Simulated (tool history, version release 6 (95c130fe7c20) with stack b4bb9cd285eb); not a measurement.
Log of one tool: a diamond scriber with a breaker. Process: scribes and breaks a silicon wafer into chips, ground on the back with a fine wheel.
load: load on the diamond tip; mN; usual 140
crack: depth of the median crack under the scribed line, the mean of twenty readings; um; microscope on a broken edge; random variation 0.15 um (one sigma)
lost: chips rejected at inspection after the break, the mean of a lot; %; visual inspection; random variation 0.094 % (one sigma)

run	hour	load	incoming depth of the damage left on the back of the incoming wafer, um	crack	lost
1	0.0	140	1.59	12.16	1.27
2	69.6	140	2.26	11.92	1.85
3	143.1	140	1.72	11.81	1.52
4	222.4	140	2.89	11.68	2.80
5	277.3	140	2.63	11.38	2.57
6	340.8	155	1.87	12.52	0.98
7	416.9	155	1.62	12.82	0.96
8	479.1	155	2.18	12.64	1.26
9	544.1	140	1.62	11.36	1.76
10	691.9	156	1.65	12.78	1.00
11	770.7	170	1.92	13.17	1.21
# hour 802.2: diamond tip replaced by a new one
12	848.1	176	2.69	14.59	4.05
# hour 883.8: load on the tip recalibrated
13	920.0	113	1.87	10.07	4.40
14	992.0	140	1.99	11.99	1.34
15	1029.6	106	2.79	9.68	9.18
16	1095.6	124	2.12	10.79	3.78
17	1186.8	160	1.75	12.97	0.95

3 ways to go on from here, each from the tool as it stands after run 17. What would each give?
A	1187.5	159	2.13	?	?
B	1187.5	126	2.13	?	?
C	1187.5	121	2.13	?	?

run	crack	lost
A	13.04	1.29
B	10.94	3.83
C	10.61	4.98
Without the tool's hidden state the same runs would have given:
run	crack	lost
A	13.92	2.11
B	11.69	2.08
C	11.33	2.79
